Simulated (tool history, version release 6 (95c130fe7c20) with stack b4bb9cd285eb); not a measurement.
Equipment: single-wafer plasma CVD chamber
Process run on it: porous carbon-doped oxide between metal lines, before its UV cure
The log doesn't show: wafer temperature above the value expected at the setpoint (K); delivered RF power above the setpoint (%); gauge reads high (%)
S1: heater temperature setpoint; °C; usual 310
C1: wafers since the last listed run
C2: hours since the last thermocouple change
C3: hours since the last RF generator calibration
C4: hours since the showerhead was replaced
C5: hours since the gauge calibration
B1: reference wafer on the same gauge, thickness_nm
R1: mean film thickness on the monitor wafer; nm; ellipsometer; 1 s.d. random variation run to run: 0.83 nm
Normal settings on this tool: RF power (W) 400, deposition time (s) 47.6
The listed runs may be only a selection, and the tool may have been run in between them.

Run 1, hour 0.0: usual settings; C1 0; C2 652.4; C3 913.6; C4 1473.1; C5 65.8; B1 186.175. Result: R1 187.143 nm.
Run 2, hour 101.8: usual settings; C1 1585; C2 754.2; C3 1015.4; C4 1574.9; C5 167.6; B1 185.396. Result: R1 185.710 nm.
Run 3, hour 155.8: usual settings; C1 841; C2 808.2; C3 1069.4; C4 1628.9; C5 221.6; B1 184.918. Result: R1 185.829 nm.
Run 4, hour 205.8: usual settings; C1 778; C2 858.2; C3 1119.4; C4 1678.9; C5 271.6; B1 184.584. Result: R1 185.242 nm.
Run 5, hour 255.3: usual settings; C1 771; C2 907.7; C3 1168.9; C4 1728.4; C5 321.1; B1 184.087. Result: R1 187.342 nm.
Run 6, hour 306.8: usual settings; C1 802; C2 959.2; C3 1220.4; C4 1779.9; C5 372.6; B1 184.255. Result: R1 185.509 nm.
Run 7, hour 370.1: usual settings; C1 986; C2 1022.5; C3 1283.7; C4 1843.2; C5 435.9; B1 183.765. Result: R1 185.920 nm.
Run 8, hour 446.2: usual settings; C1 1185; C2 1098.6; C3 1359.8; C4 1919.3; C5 512.0; B1 183.299. Result: R1 183.796 nm.
Run 9, hour 526.7: usual settings; C1 1253; C2 1179.1; C3 1440.3; C4 1999.8; C5 592.5; B1 182.868. Result: R1 184.238 nm.
Run 10, hour 575.2: usual settings; C1 755; C2 1227.6; C3 1488.8; C4 2048.3; C5 641.0; B1 182.709. Result: R1 183.759 nm.
Run 11, hour 643.5: usual settings; C1 1063; C2 1295.9; C3 1557.1; C4 2116.6; C5 709.3; B1 182.431. Result: R1 183.614 nm.
Run 12, hour 720.5: usual settings; C1 1199; C2 1372.9; C3 1634.1; C4 2193.6; C5 786.3; B1 181.692. Result: R1 183.639 nm.
Run 13, hour 801.2: usual settings; C1 1257; C2 1453.6; C3 1714.8; C4 2274.3; C5 867.0; B1 180.582. Result: R1 181.627 nm.
Run 14, hour 907.9: usual settings; C1 1662; C2 1560.3; C3 1821.5; C4 2381.0; C5 973.7; B1 180.342. Result: R1 181.486 nm.
Run 15, hour 1005.3: usual settings; C1 1517; C2 1657.7; C3 1918.9; C4 2478.4; C5 1071.1; B1 179.695. Result: R1 181.902 nm.
Run 16, hour 1104.1: usual settings; C1 1539; C2 1756.5; C3 2017.7; C4 2577.2; C5 1169.9; B1 179.121. Result: R1 180.824 nm.
At hour 1134.8: RF generator calibrated.
Run 17, hour 1141.8: usual settings but S1 322 °C, RF power (W) 420, deposition time (s) 41.5; C1 462; C2 1794.2; C3 7.0; C4 2614.9; C5 1207.6; B1 178.862. Result: R1 153.759 nm.
Run 18, hour 1206.9: usual settings but S1 320 °C, RF power (W) 335, deposition time (s) 39.8; C1 1014; C2 1859.3; C3 72.1; C4 2680.0; C5 1272.7; B1 178.535. Result: R1 129.641 nm.
Run 19, hour 1251.1: usual settings but S1 299 °C, RF power (W) 455, deposition time (s) 42.8; C1 688; C2 1903.5; C3 116.3; C4 2724.2; C5 1316.9; B1 178.257. Result: R1 182.464 nm.
At hour 1300.3: showerhead replaced.
Run 20, hour 1300.8: usual settings; C1 649; C2 1953.2; C3 166.0; C4 0.5; C5 1366.6; B1 177.778. Result: R1 178.593 nm.
At hour 1339.0: gauge calibrated.
Run 21, hour 1362.5: usual settings but S1 305 °C, RF power (W) 435; C1 961; C2 2014.9; C3 227.7; C4 62.2; C5 23.5; B1 183.327. Result: R1 198.183 nm.
Run 22, hour 1458.1: usual settings but RF power (W) 475, deposition time (s) 43.6; C1 1489; C2 2110.5; C3 323.3; C4 157.8; C5 119.1; B1 182.799. Result: R1 186.695 nm.
At hour 1499.8: thermocouple changed; heater temperature recalibrated.
Run 23, hour 1565.6: usual settings but S1 306 °C; C1 1549; C2 65.8; C3 430.8; C4 265.3; C5 226.6; B1 182.055. Result: R1 185.208 nm.
Run 24, hour 1625.2: usual settings but S1 301 °C; C1 928; C2 125.4; C3 490.4; C4 324.9; C5 286.2; B1 181.667. Result: R1 191.204 nm.
Run 25, hour 1712.0: usual settings but RF power (W) 375, deposition time (s) 39.3; C1 1352; C2 212.2; C3 577.2; C4 411.7; C5 373.0; B1 180.721. Result: R1 145.037 nm.
Run 26, hour 1819.4: usual settings but S1 314 °C, RF power (W) 370, deposition time (s) 55.3; C1 1673; C2 319.6; C3 684.6; C4 519.1; C5 480.4; B1 180.390. Result: R1 197.185 nm.
Run 27, hour 1873.2: usual settings but S1 296 °C, RF power (W) 470; C1 838; C2 373.4; C3 738.4; C4 572.9; C5 534.2; B1 179.985. Result: R1 213.605 nm.
Run 28, hour 1976.9: usual settings but S1 316 °C; C1 1615; C2 477.1; C3 842.1; C4 676.6; C5 637.9; B1 179.558. Result: R1 176.215 nm.

Alternative continuations, all from the tool just after run 28; predict every row:
Run A, hour 1977.3: usual settings; C1 6; C2 477.5; C3 842.5; C4 677.0; C5 638.3; B1 ?. Result: R1 ?.
Run B, hour 1977.3: usual settings but deposition time (s) 41.5; C1 6; C2 477.5; C3 842.5; C4 677.0; C5 638.3; B1 ?. Result: R1 ?.
Run C, hour 1977.3: usual settings but RF power (W) 370, deposition time (s) 40.6; C1 6; C2 477.5; C3 842.5; C4 677.0; C5 638.3; B1 ?. Result: R1 ?.

run       B1       R1
  A  179.347  181.240
  B  179.347  158.509
  C  179.347  148.339
With the hidden condition removed and each run's random variation left untouched, the same runs would have given:
run       R1
  A  186.843
  B  163.408
  C  152.924
